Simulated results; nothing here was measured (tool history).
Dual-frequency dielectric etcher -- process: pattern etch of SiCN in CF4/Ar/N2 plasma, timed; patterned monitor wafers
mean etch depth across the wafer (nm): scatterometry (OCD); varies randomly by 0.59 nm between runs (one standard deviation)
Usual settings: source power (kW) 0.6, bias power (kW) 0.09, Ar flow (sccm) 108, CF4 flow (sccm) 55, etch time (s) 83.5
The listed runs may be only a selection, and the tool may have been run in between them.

| run | day | source power (kW) | bias power (kW) | Ar flow (sccm) | CF4 flow (sccm) | etch time (s) | wafers since the last listed run | hours since the last wet clean | hours since the last source power generator calibration | hours since the last bias power generator calibration | hours since the last Ar flow controller change | hours since the last CF4 flow controller change | hours since the last upper electrode change | hours since the gauge calibration | read-back reference wafer on the same gauge, depth_nm | mean etch depth across the wafer (nm) |
|---|---|---|---|---|---|---|---|---|---|---|---|---|---|---|---|---|
| 1 | 0 | 0.6 | 0.09 | 123 | 55 | 68 | 0 | 239 | 3914.9 | 1217.4 | 5905 | 4091.9 | 5059.6 | 514 | 106.6 | 72.3 |
| 2 | 1.15 | 0.6 | 0.09 | 108 | 55 | 83.5 | 187 | 266.6 | 3942.5 | 1245 | 5932.6 | 4119.5 | 5087.2 | 541.6 | 106.5 | 90.8 |
| 3 | 2.65 | 0.6 | 0.09 | 108 | 55 | 83.5 | 244 | 302.6 | 3978.5 | 1281 | 5968.6 | 4155.5 | 5123.2 | 577.6 | 106.6 | 90.5 |
| 4 | 3.292 | 0.55 | 0.09 | 108 | 55 | 83.5 | 104 | 318 | 3993.9 | 1296.4 | 5984 | 4170.9 | 5138.6 | 593 | 106.6 | 83.7 |
| 5 | 4.246 | 0.6 | 0.09 | 108 | 64 | 83.5 | 155 | 340.9 | 4016.8 | 1319.3 | 6006.9 | 4193.8 | 5161.5 | 615.9 | 106.6 | 92.8 |
| 6 | 5.083 | 0.6 | 0.09 | 108 | 64 | 83.5 | 136 | 361 | 4036.9 | 1339.4 | 6027 | 4213.9 | 5181.6 | 636 | 106.7 | 94 |
| 7 | 5.746 | 0.6 | 0.09 | 108 | 55 | 83.5 | 108 | 376.9 | 4052.8 | 1355.3 | 6042.9 | 4229.8 | 5197.5 | 651.9 | 106.6 | 90.6 |
|  | 6.258 | gauge calibrated |
|  | 6.392 | bias power generator calibrated |
|  | 6.508 | source power generator calibrated |
| 8 | 6.962 | 0.6 | 0.09 | 97 | 55 | 83.5 | 151 | 406.1 | 10.9 | 13.7 | 6072.1 | 4259 | 5226.7 | 16.9 | 106.7 | 93.1 |
|  | 8.425 | upper electrode replaced |
| 9 | 8.446 | 0.6 | 0.09 | 108 | 55 | 83.5 | 78 | 441.7 | 46.5 | 49.3 | 6107.7 | 4294.6 | 0.5 | 52.5 | 106.7 | 91.5 |
| 10 | 9.029 | 0.6 | 0.09 | 131 | 55 | 70 | 95 | 455.7 | 60.5 | 63.3 | 6121.7 | 4308.6 | 14.5 | 66.5 | 106.6 | 72.9 |
|  | 9.454 | Ar flow controller replaced |
|  | 9.583 | CF4 flow controller replaced |
| 11 | 9.629 | 0.6 | 0.09 | 108 | 55 | 83.5 | 35 | 470.1 | 74.9 | 77.7 | 4.2 | 1.1 | 28.9 | 80.9 | 106.5 | 91.3 |
| 12 | 10.688 | 0.6 | 0.104 | 108 | 55 | 83.5 | 172 | 495.5 | 100.3 | 103.1 | 29.6 | 26.5 | 54.3 | 106.3 | 106.5 | 95 |
| 13 | 12.012 | 0.6 | 0.08 | 91 | 45 | 107.5 | 216 | 527.3 | 132.1 | 134.9 | 61.4 | 58.3 | 86.1 | 138.1 | 106.5 | 114.1 |
| 14 | 13.046 | 0.6 | 0.09 | 94 | 55 | 83.5 | 168 | 552.1 | 156.9 | 159.7 | 86.2 | 83.1 | 110.9 | 162.9 | 106.6 | 95.1 |
|  | 14.608 | wet clean of the chamber |
| 15 | 14.629 | 0.6 | 0.09 | 95 | 46 | 83.5 | 95 | 0.5 | 194.9 | 197.7 | 124.2 | 121.1 | 148.9 | 200.9 | 106.4 | 91.8 |
| 16 | 15.171 | 0.72 | 0.075 | 124 | 55 | 105 | 88 | 13.5 | 207.9 | 210.7 | 137.2 | 134.1 | 161.9 | 213.9 | 106.7 | 126.8 |
| 17 | 16.604 | 0.6 | 0.075 | 132 | 55 | 83.5 | 233 | 47.9 | 242.3 | 245.1 | 171.6 | 168.5 | 196.3 | 248.3 | 106.8 | 82.5 |
| 18 | 17.117 | 0.49 | 0.09 | 108 | 55 | 83.5 | 83 | 60.2 | 254.6 | 257.4 | 183.9 | 180.8 | 208.6 | 260.6 | 106.5 | 73.4 |
| 19 | 18.038 | 0.6 | 0.068 | 98 | 51 | 61 | 150 | 82.3 | 276.7 | 279.5 | 206 | 202.9 | 230.7 | 282.7 | 106.6 | 62.5 |
| 20 | 19.092 | 0.5 | 0.079 | 108 | 55 | 101.5 | 171 | 107.6 | 302 | 304.8 | 231.3 | 228.2 | 256 | 308 | 106.7 | 87.4 |
| 21 | 19.775 | 0.6 | 0.09 | 108 | 55 | 83.5 | 111 | 124 | 318.4 | 321.2 | 247.7 | 244.6 | 272.4 | 324.4 | 106.6 | 91.6 |
| 22 | 20.696 | 0.6 | 0.09 | 108 | 55 | 83.5 | 150 | 146.1 | 340.5 | 343.3 | 269.8 | 266.7 | 294.5 | 346.5 | 106.5 | 91.3 |

For each run, what was the tool's unlogged condition?
etch rate over this chamber's usual, %: 0 across all the runs
source power that arrives over what is set, %: 0 across all the runs
bias power that arrives over what is set, %: 0 across all the runs
Ar flow that arrives over what is set, %: 0 across all the runs
CF4 flow that arrives over what is set, %: 0 across all the runs
gauge reads high (%): 0 across all the runs

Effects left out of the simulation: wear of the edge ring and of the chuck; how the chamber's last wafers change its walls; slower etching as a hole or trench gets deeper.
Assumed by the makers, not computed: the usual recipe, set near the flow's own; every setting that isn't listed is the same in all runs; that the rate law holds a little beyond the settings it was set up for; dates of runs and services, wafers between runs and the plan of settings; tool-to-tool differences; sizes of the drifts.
